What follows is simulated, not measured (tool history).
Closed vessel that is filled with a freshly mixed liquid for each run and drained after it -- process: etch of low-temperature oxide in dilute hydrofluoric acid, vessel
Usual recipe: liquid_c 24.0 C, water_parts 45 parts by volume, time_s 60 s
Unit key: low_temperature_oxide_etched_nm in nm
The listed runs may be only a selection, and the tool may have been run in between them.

run   hour  liquid_c  water_parts  time_s  read-back film thickness of the low-temperature oxide reference wafer, read on the same gauge (nm)  low_temperature_oxide_etched_nm
  1    0.0      24.0           45      60                                                                                              140.02                            26.42
  2   17.7      24.0           45      60                                                                                              139.97                            26.48
  3   24.2      24.0           45      60                                                                                              139.96                            26.45
  4   37.0      24.0           45      80                                                                                              140.05                            35.34
  5   64.1      24.0           45      80                                                                                              140.03                            34.95
  6  107.3      24.0           45      50                                                                                              140.04                            21.96
     109.9  -- hydrofluoric acid flow meter replaced
     115.1  -- gauge calibrated
  7  116.4      24.0           45      60                                                                                              139.99                            25.46
  8  132.7      24.0           45      60                                                                                              140.05                            25.28
  9  139.3      24.0           45      60                                                                                              140.01                            25.24
 10  154.3      24.0           55      60                                                                                              140.04                            20.39
     158.2  -- thermometer replaced
     168.6  -- hydrofluoric acid flow meter replaced, repeated, since the last time left the tool worse
 11  171.0      24.0           30      90                                                                                              140.01                            62.11
 12  184.6      24.0           50      90                                                                                              140.01                            36.73
 13  193.4      19.0           35      45                                                                                              139.99                            21.58
 14  203.5      19.0           60      60                                                                                              140.01                            16.27
 15  221.4      28.5           45      45                                                                                              140.00                            24.52
 16  238.7      19.0           35      45                                                                                              140.01                            21.41
 17  245.3      24.0           55      90                                                                                              139.99                            32.78
 18  253.5      24.0           45      60                                                                                              140.03                            27.23
 19  270.6      24.0           35      60                                                                                              139.99                            35.35
 20  283.5      28.5           55      50                                                                                              140.07                            21.98
 21  290.0      24.0           45      60                                                                                              140.01                            27.09

Below are 4 alternative next runs, each starting from the tool's condition after run 21. Predict each:
  A  290.7      27.0           45      60                                                                                                   ?                                ?
  B  290.7      24.0           45      75                                                                                                   ?                                ?
  C  290.7      24.0           60      45                                                                                                   ?                                ?
  D  290.7      24.0           55      30                                                                                                   ?                                ?

run  read-back film thickness of the low-temperature oxide reference wafer, read on the same gauge (nm)  low_temperature_oxide_etched_nm
  A                                                                                              139.98                            30.58
  B                                                                                              139.98                            33.82
  C                                                                                              139.98                            14.91
  D                                                                                              139.98                            10.92
Take away the tool's hidden state, keep each run's random variation, and the runs would have read:
run  low_temperature_oxide_etched_nm
  A                            31.14
  B                            34.44
  C                            15.19
  D                            11.12
